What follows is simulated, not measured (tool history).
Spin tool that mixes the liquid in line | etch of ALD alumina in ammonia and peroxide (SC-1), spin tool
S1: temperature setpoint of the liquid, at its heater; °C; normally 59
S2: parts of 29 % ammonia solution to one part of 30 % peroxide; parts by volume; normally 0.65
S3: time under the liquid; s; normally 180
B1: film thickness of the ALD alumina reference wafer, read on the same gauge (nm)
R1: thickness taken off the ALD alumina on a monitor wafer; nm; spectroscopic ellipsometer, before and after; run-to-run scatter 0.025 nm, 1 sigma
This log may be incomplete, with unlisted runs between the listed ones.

Run 1, day 0: usual settings; B1 100.02. Result: R1 11.32 nm.
Run 2, day 0.675: usual settings; B1 99.95. Result: R1 11.29 nm.
Run 3, day 1.129: usual settings; B1 99.96. Result: R1 11.29 nm.
Run 4, day 1.783: usual settings; B1 99.98. Result: R1 11.28 nm.
At day 1.871: thermometer replaced.
At day 2.033: gauge calibrated.
Run 5, day 2.133: usual settings but S1 56 °C; B1 99.99. Result: R1 8.54 nm.
Run 6, day 2.554: usual settings but S1 56 °C; B1 100.01. Result: R1 8.57 nm.
At day 2.662: heated supply line repaired.
At day 2.775: new drum of ammonia solution connected.
Run 7, day 2.983: usual settings but S3 115 s; B1 100. Result: R1 8.12 nm.
At day 3.692: ammonia flow meter replaced.
Run 8, day 3.712: usual settings but S1 53.5 °C; B1 99.99. Result: R1 9.52 nm.
Run 9, day 4.067: usual settings but S1 55 °C; B1 100.01. Result: R1 10.3 nm.
Run 10, day 4.742: usual settings but S1 50.5 °C, S2 0.4 parts by volume, S3 270 s; B1 99.95. Result: R1 11.58 nm.
Run 11, day 5.033: usual settings but S3 70 s; B1 99.94. Result: R1 4.96 nm.

Run 12 is up next; what results do you expect?
Run 12, day 5.329: usual settings but S1 50 °C, S2 0.8 parts by volume; B1 ?. Result: R1 ?.

{"run 12": {"B1": 100.01, "R1": 8.02}}
The same run, on a tool lacking any hidden state, would have yielded R1 8.05 nm.
